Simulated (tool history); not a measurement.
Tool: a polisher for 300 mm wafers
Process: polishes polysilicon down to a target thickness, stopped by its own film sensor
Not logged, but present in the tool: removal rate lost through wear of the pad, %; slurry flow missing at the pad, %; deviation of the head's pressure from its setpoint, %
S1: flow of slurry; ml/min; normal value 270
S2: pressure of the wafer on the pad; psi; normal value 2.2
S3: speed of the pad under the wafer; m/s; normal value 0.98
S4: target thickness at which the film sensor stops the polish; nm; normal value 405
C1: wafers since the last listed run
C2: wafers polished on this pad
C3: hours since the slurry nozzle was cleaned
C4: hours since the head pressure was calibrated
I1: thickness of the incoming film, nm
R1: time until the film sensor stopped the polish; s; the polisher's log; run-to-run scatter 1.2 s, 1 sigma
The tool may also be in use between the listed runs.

run	hour	S1	S2	S3	S4	C1	C2	C3	C4	I1	R1
1	0	270	2.2	0.98	405	0	412	84.6	529.8	991.6	93.2
2	20.9	270	2.2	0.98	405	145	557	105.5	550.7	992.8	92.3
3	39.7	270	2.2	0.7	405	130	687	124.3	569.5	993.9	119.6
4	56.4	270	2.2	0.7	405	115	803	141	586.2	974.4	115.2
5	70.7	270	2.2	0.7	405	99	902	155.3	600.5	980	116.4
6	105.2	270	2.2	0.98	405	239	1142	189.8	635	975.7	89.2
# hour 125: worn pad replaced by a new one
7	134.1	270	2.2	0.98	405	172	63	218.7	663.9	972.9	89.1
8	169.4	270	2.2	0.98	405	245	308	254	699.2	992.1	90.9
9	198.8	270	2.2	0.86	405	204	512	283.4	728.6	994.8	104.7
10	215.6	270	2.2	0.98	405	116	629	300.2	745.4	971	87.7
11	230.4	270	2.2	0.98	405	102	731	315	760.2	988.7	93.7
12	254.3	270	2.2	0.98	405	165	897	338.9	784.1	974.6	88.5
13	278.3	270	2.2	0.98	405	166	1064	362.9	808.1	988.9	91.4
# hour 302.1: worn pad replaced by a new one, of another model than before
# hour 303: slurry nozzle cleaned
14	314	235	2.2	0.98	468	213	76	11	843.8	996.5	80.6
15	336.9	235	2.2	0.98	468	158	235	33.9	866.7	991.9	79.2
16	355.4	270	2.2	1.24	553	128	363	52.4	885.2	975.7	50.4
17	371.8	270	2.2	0.98	405	113	477	68.8	901.6	961.5	82.9
# hour 377.3: head pressure recalibrated
18	388	270	2.2	0.98	405	98	575	85	10.7	966.8	91.5
19	419.6	245	1.6	1.14	349	219	795	116.6	42.3	999.3	120.2
20	433.4	270	2.2	1.32	405	95	891	130.4	56.1	975.3	67.9
21	448.1	270	2.2	0.98	405	102	993	145.1	70.8	978.3	90.4
22	464.9	310	2.9	1.14	405	116	1109	161.9	87.6	981	62.5
23	491.1	270	2.2	0.98	405	181	1291	188.1	113.8	997	97
24	522.4	340	2	1.08	405	217	1508	219.4	145.1	971.8	87.9
# hour 528: worn pad replaced by a new one
25	543.2	270	2.9	0.98	252	116	105	240.2	165.9	969.8	87.6
26	569.8	270	2.2	0.68	405	184	290	266.8	192.5	981	132.4
27	582.8	325	2.7	0.82	503	90	380	279.8	205.5	985.1	74.5
28	617.1	210	2.2	0.78	405	238	618	314.1	239.8	957.2	110.5
29	642.8	270	2.2	0.7	405	178	796	339.8	265.5	986	129.8
30	662.3	305	2.6	0.72	325	135	932	359.3	285	984	122.2
31	677.7	270	2.2	0.98	405	106	1039	374.7	300.4	975.1	88.8
# hour 702.5: slurry nozzle cleaned
32	709.6	270	2.2	0.98	405	214	1253	7.1	332.3	976.9	88.8
33	736.2	270	2.2	0.98	405	184	1438	33.7	358.9	972.8	85.4
# hour 740.4: worn pad replaced by a new one
34	770	270	2.2	0.98	405	206	205	67.5	392.7	979.7	88.5
35	793.2	330	2.2	0.82	560	161	366	90.7	415.9	1001	79.1
36	817.3	220	2.2	0.98	405	167	533	114.8	440	970.2	89.3
37	842.3	270	2.2	0.98	243	173	707	139.8	465	986.1	113.1
38	870.3	210	2.2	0.84	235	194	901	167.8	493	993.7	138

Subtracting, for every run, the result it would have given without the tool's unlogged condition from the measured result gives the following. The same run-to-run variation enters both numbers; the gauge's scatter may not:
run	R1
1	-3.4
2	-3.5
3	-4.7
4	-4.7
5	-4.9
6	-4.1
7	-4.3
8	-4.7
9	-5.7
10	-4.9
11	-5.4
12	-5.3
13	-5.7
14	-7.5
15	-7.6
16	-5
17	-8.3
18	-1.3
19	-2.3
20	-1.4
21	-2.1
22	-1.6
23	-2.8
24	-2.9
25	-3.2
26	-5.2
27	-3
28	-5.1
29	-6.4
30	-6.3
31	-4.8
32	-5.1
33	-5.3
34	-5.8
35	-5.4
36	-6.4
37	-8.5
38	-11

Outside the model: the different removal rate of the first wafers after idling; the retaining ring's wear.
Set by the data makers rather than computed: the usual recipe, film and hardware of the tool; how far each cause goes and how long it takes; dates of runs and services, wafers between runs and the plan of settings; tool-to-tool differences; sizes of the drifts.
